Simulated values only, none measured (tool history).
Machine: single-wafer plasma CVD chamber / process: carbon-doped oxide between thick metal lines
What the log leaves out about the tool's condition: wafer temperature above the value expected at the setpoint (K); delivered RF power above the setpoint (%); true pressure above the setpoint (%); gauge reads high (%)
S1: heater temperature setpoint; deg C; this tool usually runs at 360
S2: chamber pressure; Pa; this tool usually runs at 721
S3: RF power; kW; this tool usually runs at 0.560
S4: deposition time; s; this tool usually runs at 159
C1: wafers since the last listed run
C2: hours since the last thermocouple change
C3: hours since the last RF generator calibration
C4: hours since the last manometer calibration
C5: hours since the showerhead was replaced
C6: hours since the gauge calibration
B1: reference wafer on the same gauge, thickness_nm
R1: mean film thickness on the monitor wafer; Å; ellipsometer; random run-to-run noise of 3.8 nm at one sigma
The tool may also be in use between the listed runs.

Run 1, hour 0.0: usual settings; C1 0; C2 2941.9; C3 2234.3; C4 2074.6; C5 2665.6; C6 621.2; B1 746.393. Result: R1 8384.04 Å.
Run 2, hour 25.1: usual settings; C1 176; C2 2967.0; C3 2259.4; C4 2099.7; C5 2690.7; C6 646.3; B1 748.537. Result: R1 8474.72 Å.
At hour 57.3: RF generator calibrated.
Run 3, hour 66.5: usual settings; C1 234; C2 3008.4; C3 9.2; C4 2141.1; C5 2732.1; C6 687.7; B1 748.475. Result: R1 8436.75 Å.
Run 4, hour 132.4: usual settings; C1 463; C2 3074.3; C3 75.1; C4 2207.0; C5 2798.0; C6 753.6; B1 748.573. Result: R1 8468.27 Å.
Run 5, hour 202.8: usual settings; C1 494; C2 3144.7; C3 145.5; C4 2277.4; C5 2868.4; C6 824.0; B1 747.572. Result: R1 8464.16 Å.
Run 6, hour 248.4: usual settings; C1 320; C2 3190.3; C3 191.1; C4 2323.0; C5 2914.0; C6 869.6; B1 748.746. Result: R1 8401.03 Å.
Run 7, hour 293.4: usual settings; C1 316; C2 3235.3; C3 236.1; C4 2368.0; C5 2959.0; C6 914.6; B1 747.384. Result: R1 8435.18 Å.
Run 8, hour 334.2: usual settings; C1 286; C2 3276.1; C3 276.9; C4 2408.8; C5 2999.8; C6 955.4; B1 747.722. Result: R1 8404.89 Å.
Run 9, hour 397.3: usual settings; C1 443; C2 3339.2; C3 340.0; C4 2471.9; C5 3062.9; C6 1018.5; B1 747.731. Result: R1 8403.33 Å.
At hour 433.1: thermocouple changed; heater temperature recalibrated.
Run 10, hour 462.0: usual settings but S1 373 deg C, S2 552 Pa; C1 398; C2 28.9; C3 404.7; C4 2536.6; C5 3127.6; C6 1083.2; B1 747.588. Result: R1 7727.00 Å.
Run 11, hour 579.5: usual settings; C1 825; C2 146.4; C3 522.2; C4 2654.1; C5 3245.1; C6 1200.7; B1 747.495. Result: R1 8428.73 Å.
At hour 619.4: showerhead replaced.
Run 12, hour 620.0: usual settings but S1 370 deg C, S4 176 s; C1 228; C2 186.9; C3 562.7; C4 2694.6; C5 0.6; C6 1241.2; B1 748.628. Result: R1 9063.01 Å.
Run 13, hour 677.3: usual settings but S1 365 deg C; C1 402; C2 244.2; C3 620.0; C4 2751.9; C5 57.9; C6 1298.5; B1 748.759. Result: R1 8298.41 Å.
Run 14, hour 703.4: usual settings but S3 0.670 kW, S4 187 s; C1 183; C2 270.3; C3 646.1; C4 2778.0; C5 84.0; C6 1324.6; B1 748.082. Result: R1 10591.54 Å.
Run 15, hour 738.1: usual settings but S1 368 deg C, S3 0.465 kW, S4 144 s; C1 243; C2 305.0; C3 680.8; C4 2812.7; C5 118.7; C6 1359.3; B1 747.155. Result: R1 6939.89 Å.
Run 16, hour 808.7: usual settings; C1 496; C2 375.6; C3 751.4; C4 2883.3; C5 189.3; C6 1429.9; B1 747.983. Result: R1 8417.44 Å.
Run 17, hour 842.8: usual settings but S1 368 deg C; C1 239; C2 409.7; C3 785.5; C4 2917.4; C5 223.4; C6 1464.0; B1 748.175. Result: R1 8195.03 Å.
At hour 919.3: capacitance manometer re-zeroed and calibrated.
Run 18, hour 1014.3: usual settings but S1 353 deg C, S2 827 Pa, S3 0.470 kW, S4 173 s; C1 1149; C2 581.2; C3 957.0; C4 95.0; C5 394.9; C6 1635.5; B1 748.187. Result: R1 9074.69 Å.
Run 19, hour 1049.5: usual settings but S1 347 deg C; C1 247; C2 616.4; C3 992.2; C4 130.2; C5 430.1; C6 1670.7; B1 747.193. Result: R1 8906.48 Å.
Run 20, hour 1109.6: usual settings; C1 422; C2 676.5; C3 1052.3; C4 190.3; C5 490.2; C6 1730.8; B1 747.253. Result: R1 8619.84 Å.
At hour 1131.3: gauge calibrated.
Run 21, hour 1280.0: usual settings but S1 347 deg C; C1 1197; C2 846.9; C3 1222.7; C4 360.7; C5 660.6; C6 148.7; B1 747.857. Result: R1 8807.25 Å.
Run 22, hour 1308.9: usual settings but S4 135 s; C1 203; C2 875.8; C3 1251.6; C4 389.6; C5 689.5; C6 177.6; B1 748.072. Result: R1 7324.58 Å.
Run 23, hour 1375.3: usual settings; C1 466; C2 942.2; C3 1318.0; C4 456.0; C5 755.9; C6 244.0; B1 747.507. Result: R1 8545.81 Å.
Run 24, hour 1445.3: usual settings; C1 492; C2 1012.2; C3 1388.0; C4 526.0; C5 825.9; C6 314.0; B1 748.131. Result: R1 8577.52 Å.
Run 25, hour 1509.2: usual settings but S1 351 deg C, S3 0.500 kW; C1 449; C2 1076.1; C3 1451.9; C4 589.9; C5 889.8; C6 377.9; B1 748.052. Result: R1 8478.06 Å.
Run 26, hour 1543.8: usual settings but S1 347 deg C, S4 128 s; C1 243; C2 1110.7; C3 1486.5; C4 624.5; C5 924.4; C6 412.5; B1 747.622. Result: R1 7208.13 Å.
Run 27, hour 1568.1: usual settings but S3 0.505 kW; C1 170; C2 1135.0; C3 1510.8; C4 648.8; C5 948.7; C6 436.8; B1 747.256. Result: R1 8211.92 Å.
Run 28, hour 1602.0: usual settings but S2 832 Pa; C1 238; C2 1168.9; C3 1544.7; C4 682.7; C5 982.6; C6 470.7; B1 748.099. Result: R1 8734.04 Å.
Run 29, hour 1633.6: usual settings; C1 222; C2 1200.5; C3 1576.3; C4 714.3; C5 1014.2; C6 502.3; B1 747.616. Result: R1 8627.14 Å.

Selected run-to-run steps in R1, each split into two signed amounts: the part the tool would show with no hidden state at all (from settings, incoming material and random variation), and the remainder, which goes to the hidden state together with any gauge scatter not common to the measured and the hidden-state-free results:
Run 13 -> 14: S1 365 -> 360, S3 0.560 -> 0.670, S4 159 -> 187. R1 +2293.13 Å: hidden state -43.16, all else +2336.29.
Run 14 -> 15: S1 360 -> 368, S3 0.670 -> 0.465, S4 187 -> 144. R1 -3651.65 Å: hidden state +64.55, all else -3716.20.
Run 17 -> 18: S1 368 -> 353, S2 721 -> 827, S3 0.560 -> 0.470, S4 159 -> 173, capacitance manometer re-zeroed and calibrated. R1 +879.66 Å: hidden state +171.52, all else +708.14.
